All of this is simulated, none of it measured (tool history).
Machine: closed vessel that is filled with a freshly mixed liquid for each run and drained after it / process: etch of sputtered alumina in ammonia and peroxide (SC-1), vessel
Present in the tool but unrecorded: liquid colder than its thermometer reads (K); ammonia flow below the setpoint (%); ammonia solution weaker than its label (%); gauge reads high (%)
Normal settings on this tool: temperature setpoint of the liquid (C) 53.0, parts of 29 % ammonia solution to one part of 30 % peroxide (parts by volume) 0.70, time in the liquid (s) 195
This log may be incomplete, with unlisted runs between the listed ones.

| run | hour | temperature setpoint of the liquid (C) | parts of 29 % ammonia solution to one part of 30 % peroxide (parts by volume) | time in the liquid (s) | wafers since the last listed run | hours since the thermometer was replaced | hours since the ammonia flow meter was replaced | hours since the drum of ammonia solution was connected | hours since the gauge calibration | read-back film thickness of the sputtered alumina reference wafer, read on the same gauge (nm) | thickness taken off the sputtered alumina on a monitor wafer (angstrom) |
|---|---|---|---|---|---|---|---|---|---|---|---|
| 1 | 0.0 | 53.0 | 0.70 | 250 | 0 | 850.9 | 1418.6 | 65.1 | 1160.9 | 50.00 | 133.0 |
| 2 | 58.3 | 53.0 | 0.70 | 250 | 5473 | 909.2 | 1476.9 | 123.4 | 1219.2 | 50.00 | 132.9 |
| 3 | 145.0 | 53.0 | 0.70 | 195 | 8140 | 995.9 | 1563.6 | 210.1 | 1305.9 | 50.00 | 102.2 |
| 4 | 243.4 | 53.0 | 0.70 | 195 | 9238 | 1094.3 | 1662.0 | 308.5 | 1404.3 | 49.98 | 103.0 |
| 5 | 285.7 | 53.0 | 0.70 | 195 | 3971 | 1136.6 | 1704.3 | 350.8 | 1446.6 | 49.99 | 102.5 |
| 6 | 380.2 | 53.0 | 0.70 | 195 | 8872 | 1231.1 | 1798.8 | 445.3 | 1541.1 | 50.01 | 101.2 |
| 7 | 465.4 | 53.0 | 0.70 | 195 | 7999 | 1316.3 | 1884.0 | 530.5 | 1626.3 | 50.04 | 100.7 |
| 8 | 571.7 | 53.0 | 0.70 | 195 | 9980 | 1422.6 | 1990.3 | 636.8 | 1732.6 | 49.99 | 101.0 |
| 9 | 636.7 | 53.0 | 0.70 | 195 | 6102 | 1487.6 | 2055.3 | 701.8 | 1797.6 | 50.03 | 99.8 |
|  | 660.7 | ammonia flow meter replaced |
| 10 | 721.3 | 53.0 | 0.70 | 195 | 7849 | 1572.2 | 60.6 | 786.4 | 1882.2 | 50.01 | 100.3 |
| 11 | 819.6 | 53.0 | 0.70 | 195 | 9229 | 1670.5 | 158.9 | 884.7 | 1980.5 | 49.97 | 98.4 |
| 12 | 897.4 | 53.0 | 0.70 | 195 | 7304 | 1748.3 | 236.7 | 962.5 | 2058.3 | 50.04 | 98.9 |
|  | 926.5 | new drum of ammonia solution connected |
| 13 | 953.9 | 55.5 | 0.70 | 195 | 5210 | 1804.8 | 293.2 | 27.4 | 2114.8 | 49.97 | 113.6 |
| 14 | 1032.5 | 62.5 | 0.70 | 195 | 7379 | 1883.4 | 371.8 | 106.0 | 2193.4 | 50.04 | 161.7 |
| 15 | 1096.7 | 56.0 | 0.90 | 90 | 6027 | 1947.6 | 436.0 | 170.2 | 2257.6 | 49.98 | 54.0 |
| 16 | 1149.3 | 58.0 | 1.00 | 195 | 4938 | 2000.2 | 488.6 | 222.8 | 2310.2 | 50.00 | 133.0 |
| 17 | 1231.6 | 55.5 | 1.05 | 195 | 7727 | 2082.5 | 570.9 | 305.1 | 2392.5 | 50.00 | 115.7 |
| 18 | 1318.5 | 53.0 | 0.70 | 195 | 8159 | 2169.4 | 657.8 | 392.0 | 2479.4 | 49.98 | 97.4 |
| 19 | 1435.1 | 53.0 | 0.70 | 195 | 10947 | 2286.0 | 774.4 | 508.6 | 2596.0 | 49.99 | 97.6 |
|  | 1468.7 | thermometer replaced |
|  | 1492.0 | gauge calibrated |
| 20 | 1532.4 | 57.0 | 0.40 | 275 | 9041 | 63.7 | 871.7 | 605.9 | 40.4 | 50.00 | 176.6 |
| 21 | 1590.2 | 53.0 | 0.80 | 195 | 5426 | 121.5 | 929.5 | 663.7 | 98.2 | 50.02 | 107.6 |
| 22 | 1639.5 | 53.0 | 0.85 | 195 | 4628 | 170.8 | 978.8 | 713.0 | 147.5 | 49.99 | 107.2 |
| 23 | 1719.5 | 44.0 | 0.50 | 280 | 7511 | 250.8 | 1058.8 | 793.0 | 227.5 | 49.98 | 89.6 |
| 24 | 1762.0 | 48.0 | 1.00 | 95 | 3990 | 293.3 | 1101.3 | 835.5 | 270.0 | 50.00 | 40.3 |
|  | 1834.3 | new drum of ammonia solution connected |
| 25 | 1854.1 | 44.0 | 0.50 | 280 | 8553 | 385.4 | 1193.4 | 19.8 | 362.1 | 50.00 | 88.7 |
| 26 | 1907.9 | 62.0 | 1.00 | 120 | 5051 | 439.2 | 1247.2 | 73.6 | 415.9 | 50.02 | 106.6 |
| 27 | 1982.8 | 60.5 | 0.40 | 225 | 7032 | 514.1 | 1322.1 | 148.5 | 490.8 | 50.04 | 167.9 |

Branching from run 27: 4 alternative next runs. What would each branch give?
| A | 1983.5 | 53.0 | 0.70 | 195 | 65 | 514.8 | 1322.8 | 149.2 | 491.5 | ? | ? |
| B | 1983.5 | 49.5 | 0.70 | 270 | 65 | 514.8 | 1322.8 | 149.2 | 491.5 | ? | ? |
| C | 1983.5 | 43.0 | 0.70 | 195 | 65 | 514.8 | 1322.8 | 149.2 | 491.5 | ? | ? |
| D | 1983.5 | 57.0 | 1.00 | 195 | 65 | 514.8 | 1322.8 | 149.2 | 491.5 | ? | ? |

| run | read-back film thickness of the sputtered alumina reference wafer, read on the same gauge (nm) | thickness taken off the sputtered alumina on a monitor wafer (angstrom) |
|---|---|---|
| A | 50.01 | 105.0 |
| B | 50.01 | 120.0 |
| C | 50.01 | 60.0 |
| D | 50.01 | 134.4 |
Had the tool no hidden state, the same runs would have come out as:
| run | thickness taken off the sputtered alumina on a monitor wafer (angstrom) |
|---|---|
| A | 107.4 |
| B | 122.8 |
| C | 61.5 |
| D | 137.4 |
